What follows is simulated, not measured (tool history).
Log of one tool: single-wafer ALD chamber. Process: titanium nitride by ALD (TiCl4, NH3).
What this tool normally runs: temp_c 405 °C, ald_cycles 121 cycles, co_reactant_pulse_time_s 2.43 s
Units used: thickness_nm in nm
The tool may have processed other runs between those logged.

run   hour  temp_c  ald_cycles  co_reactant_pulse_time_s  wafers since the last listed run  hours since the last thermocouple change  hours since the showerhead was replaced  hours since the gauge calibration  read-back reference wafer on the same gauge, thickness_nm  thickness_nm
  1    0.0     405         121                      2.84                                 0                                    2816.5                                   5013.0                               16.7                                                      2.903         2.541
  2   13.4     405         131                      2.69                                24                                    2829.9                                   5026.4                               30.1                                                      2.904         2.752
  3   22.5     405         121                      2.43                                16                                    2839.0                                   5035.5                               39.2                                                      2.900         2.534
  4   34.7     405         121                      2.43                                22                                    2851.2                                   5047.7                               51.4                                                      2.897         2.526
  5   46.7     405         121                      2.21                                22                                    2863.2                                   5059.7                               63.4                                                      2.901         2.517
  6   54.0     405         121                      2.21                                13                                    2870.5                                   5067.0                               70.7                                                      2.900         2.515
      68.2  -- thermocouple changed; heater temperature recalibrated
  7   68.8     405         121                      2.21                                12                                       0.6                                   5081.8                               85.5                                                      2.901         2.520
  8  120.2     405         101                      3.25                                95                                      52.0                                   5133.2                              136.9                                                      2.902         2.128
  9  128.1     405         141                      1.98                                14                                      59.9                                   5141.1                              144.8                                                      2.900         2.919
     147.9  -- showerhead replaced
     148.3  -- gauge calibrated
 10  148.4     399         104                      2.02                                22                                      80.2                                      0.5                                0.1                                                      2.901         2.144
 11  155.4     405         121                      2.43                                13                                      87.2                                      7.5                                7.1                                                      2.899         2.530
 12  173.3     405         121                      2.43                                33                                     105.1                                     25.4                               25.0                                                      2.899         2.531
 13  184.5     393         109                      2.43                                20                                     116.3                                     36.6                               36.2                                                      2.899         2.251
 14  198.0     419         128                      2.73                                25                                     129.8                                     50.1                               49.7                                                      2.900         2.698
 15  209.8     415         139                      2.03                                21                                     141.6                                     61.9                               61.5                                                      2.898         2.893

What the log doesn't show, run by run:
wafer temperature above the value expected at the setpoint (K): 0 in every run
gauge reads high (%): 0 in every run

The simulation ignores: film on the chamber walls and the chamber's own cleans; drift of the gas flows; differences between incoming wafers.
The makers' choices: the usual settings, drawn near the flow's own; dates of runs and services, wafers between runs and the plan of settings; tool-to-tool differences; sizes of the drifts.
